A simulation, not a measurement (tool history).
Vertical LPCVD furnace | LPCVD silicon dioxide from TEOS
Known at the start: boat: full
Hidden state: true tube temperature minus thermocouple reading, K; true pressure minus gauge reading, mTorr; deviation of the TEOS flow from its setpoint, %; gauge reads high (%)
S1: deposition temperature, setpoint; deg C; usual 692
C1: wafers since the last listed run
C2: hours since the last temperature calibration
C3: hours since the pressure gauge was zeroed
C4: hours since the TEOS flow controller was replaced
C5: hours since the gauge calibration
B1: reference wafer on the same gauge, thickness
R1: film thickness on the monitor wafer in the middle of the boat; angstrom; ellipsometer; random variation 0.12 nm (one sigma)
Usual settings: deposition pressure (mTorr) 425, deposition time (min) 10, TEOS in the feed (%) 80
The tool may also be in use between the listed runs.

{"run": 1, "hour": 0.0, "S1": 684, "deposition pressure (mTorr)": 425, "deposition time (min)": 10, "TEOS in the feed (%)": 80, "C1": 0, "C2": 1432.1, "C3": 3303.2, "C4": 6636.3, "C5": 535.6, "B1": 87.89, "R1": 704.1}
{"hour": 52.9, "done": "gauge calibrated"}
{"run": 2, "hour": 79.9, "S1": 692, "deposition pressure (mTorr)": 425, "deposition time (min)": 10, "TEOS in the feed (%)": 80, "C1": 750, "C2": 1512, "C3": 3383.1, "C4": 6716.2, "C5": 27, "B1": 87.9, "R1": 852.4}
{"run": 3, "hour": 126.9, "S1": 692, "deposition pressure (mTorr)": 425, "deposition time (min)": 10, "TEOS in the feed (%)": 80, "C1": 441, "C2": 1559, "C3": 3430.1, "C4": 6763.2, "C5": 74, "B1": 87.92, "R1": 855.3}
{"run": 4, "hour": 166.9, "S1": 692, "deposition pressure (mTorr)": 425, "deposition time (min)": 10, "TEOS in the feed (%)": 90, "C1": 375, "C2": 1599, "C3": 3470.1, "C4": 6803.2, "C5": 114, "B1": 87.92, "R1": 908.5}
{"run": 5, "hour": 241.5, "S1": 692, "deposition pressure (mTorr)": 425, "deposition time (min)": 10, "TEOS in the feed (%)": 90, "C1": 701, "C2": 1673.6, "C3": 3544.7, "C4": 6877.8, "C5": 188.6, "B1": 87.87, "R1": 907.3}
{"run": 6, "hour": 331.2, "S1": 692, "deposition pressure (mTorr)": 425, "deposition time (min)": 10, "TEOS in the feed (%)": 90, "C1": 843, "C2": 1763.3, "C3": 3634.4, "C4": 6967.5, "C5": 278.3, "B1": 87.89, "R1": 910.4}
{"run": 7, "hour": 367.5, "S1": 692, "deposition pressure (mTorr)": 425, "deposition time (min)": 10, "TEOS in the feed (%)": 80, "C1": 341, "C2": 1799.6, "C3": 3670.7, "C4": 7003.8, "C5": 314.6, "B1": 87.92, "R1": 855.3}
{"run": 8, "hour": 440.8, "S1": 692, "deposition pressure (mTorr)": 425, "deposition time (min)": 10, "TEOS in the feed (%)": 80, "C1": 688, "C2": 1872.9, "C3": 3744, "C4": 7077.1, "C5": 387.9, "B1": 87.89, "R1": 860.5}
{"run": 9, "hour": 499.6, "S1": 692, "deposition pressure (mTorr)": 425, "deposition time (min)": 11, "TEOS in the feed (%)": 67, "C1": 552, "C2": 1931.7, "C3": 3802.8, "C4": 7135.9, "C5": 446.7, "B1": 87.89, "R1": 866.6}
{"hour": 559.5, "done": "pressure gauge zeroed"}
{"run": 10, "hour": 560.0, "S1": 689, "deposition pressure (mTorr)": 470, "deposition time (min)": 7.5, "TEOS in the feed (%)": 86, "C1": 342, "C2": 1992.1, "C3": 0.5, "C4": 7196.3, "C5": 507.1, "B1": 87.88, "R1": 645}
{"hour": 627.4, "done": "gauge calibrated"}
{"hour": 648.6, "done": "TEOS flow controller replaced"}
{"hour": 663.8, "done": "thermocouples replaced and temperature profile calibrated"}
{"run": 11, "hour": 664.3, "S1": 701, "deposition pressure (mTorr)": 325, "deposition time (min)": 12, "TEOS in the feed (%)": 69, "C1": 611, "C2": 0.5, "C3": 104.8, "C4": 15.7, "C5": 36.9, "B1": 87.91, "R1": 994.8}

Run 12 comes next. What will it give?
{"run": 12, "hour": 694.5, "S1": 692, "deposition pressure (mTorr)": 470, "deposition time (min)": 11, "TEOS in the feed (%)": 80, "C1": 283, "C2": 30.7, "C3": 135, "C4": 45.9, "C5": 67.1, "B1": "?", "R1": "?"}

{"run 12": {"B1": 87.88, "R1": 955.1}}
Without the tool's hidden state the same run would have given R1 953 angstrom.
